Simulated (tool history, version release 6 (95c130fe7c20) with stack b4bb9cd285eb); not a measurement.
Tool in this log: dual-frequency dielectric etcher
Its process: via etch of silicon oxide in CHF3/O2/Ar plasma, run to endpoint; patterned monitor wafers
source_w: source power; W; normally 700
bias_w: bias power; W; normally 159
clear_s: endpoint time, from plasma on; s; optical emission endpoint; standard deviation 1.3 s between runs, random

run	day	source_w	bias_w	wafers since the last listed run	hours since the last wet clean	hours since the last source power generator calibration	hours since the last bias power generator calibration	hours since the last upper electrode change	incoming incoming film thickness, nm	clear_s
1	0.000	700	143	0	333.1	2031.9	3611.1	2107.8	623.9	311.1
2	4.138	700	143	613	432.4	2131.2	3710.4	2207.1	620.8	312.5
# day 10.104: wet clean of the chamber
3	10.125	700	159	739	0.5	2274.9	3854.1	2350.8	625.9	293.2
4	11.312	700	159	175	29.0	2303.4	3882.6	2379.3	618.3	289.7
5	14.929	700	159	535	115.8	2390.2	3969.4	2466.1	627.4	297.5
6	17.850	570	159	432	185.9	2460.3	4039.5	2536.2	620.6	331.8
# day 18.846: source power generator calibrated
# day 21.242: bias power generator calibrated
7	21.988	760	159	563	285.2	75.4	17.9	2635.5	621.9	289.3
# day 29.850: wet clean of the chamber
# day 31.771: upper electrode replaced
8	32.062	810	173	1196	53.1	317.2	259.7	7.0	611.6	261.4
9	34.700	700	159	390	116.4	380.5	323.0	70.3	615.9	290.1
10	39.079	790	159	648	221.5	485.6	428.1	175.4	620.7	278.0
11	40.921	700	159	272	265.7	529.8	472.3	219.6	624.7	298.8
12	43.988	790	169	454	339.3	603.4	545.9	293.2	615.3	274.6
13	48.100	630	159	609	438.0	702.1	644.6	391.9	623.5	323.8
# day 52.188: wet clean of the chamber
14	52.388	700	143	487	4.8	805.0	747.5	494.8	613.4	292.8
15	56.567	700	134	619	105.1	905.3	847.8	595.1	620.4	301.7

Here are 4 independent what-if runs from the current tool condition. What would each one return?
A	56.588	520	159	3	105.6	905.8	848.3	595.6	624.4	?
B	56.588	630	119	3	105.6	905.8	848.3	595.6	624.4	?
C	56.588	700	137	3	105.6	905.8	848.3	595.6	624.4	?
D	56.588	650	137	3	105.6	905.8	848.3	595.6	624.4	?

run	clear_s
A	345.2
B	331.0
C	302.7
D	315.1
With the hidden condition removed and each run's random variation left untouched, the same runs would have given:
run	clear_s
A	345.6
B	331.4
C	303.0
D	315.4
